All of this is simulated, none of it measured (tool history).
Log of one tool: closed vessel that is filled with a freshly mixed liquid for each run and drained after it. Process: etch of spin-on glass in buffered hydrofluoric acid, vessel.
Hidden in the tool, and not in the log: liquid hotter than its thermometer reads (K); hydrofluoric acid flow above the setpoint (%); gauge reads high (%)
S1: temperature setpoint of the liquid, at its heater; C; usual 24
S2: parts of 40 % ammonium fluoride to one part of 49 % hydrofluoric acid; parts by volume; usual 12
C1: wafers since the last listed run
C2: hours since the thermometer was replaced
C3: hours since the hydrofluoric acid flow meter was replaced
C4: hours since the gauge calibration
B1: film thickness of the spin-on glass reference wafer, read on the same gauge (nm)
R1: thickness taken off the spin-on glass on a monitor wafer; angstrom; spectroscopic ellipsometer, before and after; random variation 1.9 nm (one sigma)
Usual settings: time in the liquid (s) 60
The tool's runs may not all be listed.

run 1 hour=0 | S1=24 S2=12 time_in_the_liquid_(s)=60 | C1=0 C2=1431.6 C3=1421.2 C4=256.2 | B1=140 | R1=2823.2
run 2 hour=34.3 | S1=24 S2=12 time_in_the_liquid_(s)=60 | C1=3117 C2=1465.9 C3=1455.5 C4=290.5 | B1=139.97 | R1=2834.8
run 3 hour=52.9 | S1=24 S2=12 time_in_the_liquid_(s)=60 | C1=1690 C2=1484.5 C3=1474.1 C4=309.1 | B1=140.02 | R1=2770.5
run 4 hour=77.8 | S1=24 S2=12 time_in_the_liquid_(s)=60 | C1=2263 C2=1509.4 C3=1499 C4=334 | B1=140.01 | R1=2792.8
run 5 hour=108.4 | S1=24 S2=12 time_in_the_liquid_(s)=60 | C1=2781 C2=1540 C3=1529.6 C4=364.6 | B1=139.97 | R1=2818.4
run 6 hour=133.7 | S1=24 S2=12 time_in_the_liquid_(s)=60 | C1=2299 C2=1565.3 C3=1554.9 C4=389.9 | B1=140 | R1=2803.4
run 7 hour=150.7 | S1=24 S2=12 time_in_the_liquid_(s)=60 | C1=1545 C2=1582.3 C3=1571.9 C4=406.9 | B1=139.99 | R1=2830.5
run 8 hour=173.1 | S1=24 S2=12 time_in_the_liquid_(s)=60 | C1=2036 C2=1604.7 C3=1594.3 C4=429.3 | B1=139.99 | R1=2781.1
run 9 hour=199.5 | S1=24 S2=12 time_in_the_liquid_(s)=65 | C1=2399 C2=1631.1 C3=1620.7 C4=455.7 | B1=140 | R1=3082.6
run 10 hour=232.7 | S1=24 S2=12 time_in_the_liquid_(s)=65 | C1=3017 C2=1664.3 C3=1653.9 C4=488.9 | B1=140 | R1=3072.3
run 11 hour=253.6 | S1=24 S2=12 time_in_the_liquid_(s)=65 | C1=1899 C2=1685.2 C3=1674.8 C4=509.8 | B1=140 | R1=3042.2
run 12 hour=273.3 | S1=24 S2=12 time_in_the_liquid_(s)=60 | C1=1790 C2=1704.9 C3=1694.5 C4=529.5 | B1=139.99 | R1=2846.2
run 13 hour=291.9 | S1=24 S2=12 time_in_the_liquid_(s)=60 | C1=1690 C2=1723.5 C3=1713.1 C4=548.1 | B1=139.99 | R1=2827.1
-- hour=294.4 hydrofluoric acid flow meter replaced
run 14 hour=307.6 | S1=24 S2=12 time_in_the_liquid_(s)=60 | C1=1336 C2=1739.2 C3=13.2 C4=563.8 | B1=140 | R1=2607.2
run 15 hour=326.9 | S1=24 S2=12 time_in_the_liquid_(s)=60 | C1=1754 C2=1758.5 C3=32.5 C4=583.1 | B1=140.01 | R1=2617.7
run 16 hour=344.7 | S1=24 S2=17 time_in_the_liquid_(s)=85 | C1=1617 C2=1776.3 C3=50.3 C4=600.9 | B1=140 | R1=2591
run 17 hour=365.4 | S1=25.5 S2=10.5 time_in_the_liquid_(s)=95 | C1=1881 C2=1797 C3=71 C4=621.6 | B1=140 | R1=5107.4
run 18 hour=401.1 | S1=24 S2=12 time_in_the_liquid_(s)=60 | C1=3245 C2=1832.7 C3=106.7 C4=657.3 | B1=140 | R1=2600.4
-- hour=416.3 thermometer replaced
run 19 hour=420.2 | S1=22 S2=8.5 time_in_the_liquid_(s)=90 | C1=1645 C2=3.9 C3=125.8 C4=676.4 | B1=140 | R1=4735.6
run 20 hour=442.1 | S1=24 S2=12 time_in_the_liquid_(s)=60 | C1=1990 C2=25.8 C3=147.7 C4=698.3 | B1=140 | R1=2600.8
-- hour=447.6 gauge calibrated
run 21 hour=463.5 | S1=24 S2=12 time_in_the_liquid_(s)=60 | C1=1945 C2=47.2 C3=169.1 C4=15.9 | B1=139.99 | R1=2594.5
run 22 hour=477.2 | S1=26 S2=10 time_in_the_liquid_(s)=80 | C1=1245 C2=60.9 C3=182.8 C4=29.6 | B1=140 | R1=4564.2
run 23 hour=504 | S1=24 S2=12 time_in_the_liquid_(s)=60 | C1=2436 C2=87.7 C3=209.6 C4=56.4 | B1=140 | R1=2634.8
run 24 hour=517.1 | S1=27 S2=16 time_in_the_liquid_(s)=90 | C1=1190 C2=100.8 C3=222.7 C4=69.5 | B1=139.99 | R1=3462.8
run 25 hour=543.4 | S1=27 S2=8.5 time_in_the_liquid_(s)=60 | C1=2390 C2=127.1 C3=249 C4=95.8 | B1=140 | R1=4198.3
run 26 hour=563.1 | S1=24 S2=14 time_in_the_liquid_(s)=60 | C1=1790 C2=146.8 C3=268.7 C4=115.5 | B1=139.99 | R1=2264.3

Forecast run 27:
run 27 hour=595.9 | S1=24 S2=12 time_in_the_liquid_(s)=60 | C1=2981 C2=179.6 C3=301.5 C4=148.3 | B1=? | R1=?

Run 27 gave B1 140, R1 2606.4 angstrom.
Without the tool's hidden state the same run would have given R1 2513 angstrom.

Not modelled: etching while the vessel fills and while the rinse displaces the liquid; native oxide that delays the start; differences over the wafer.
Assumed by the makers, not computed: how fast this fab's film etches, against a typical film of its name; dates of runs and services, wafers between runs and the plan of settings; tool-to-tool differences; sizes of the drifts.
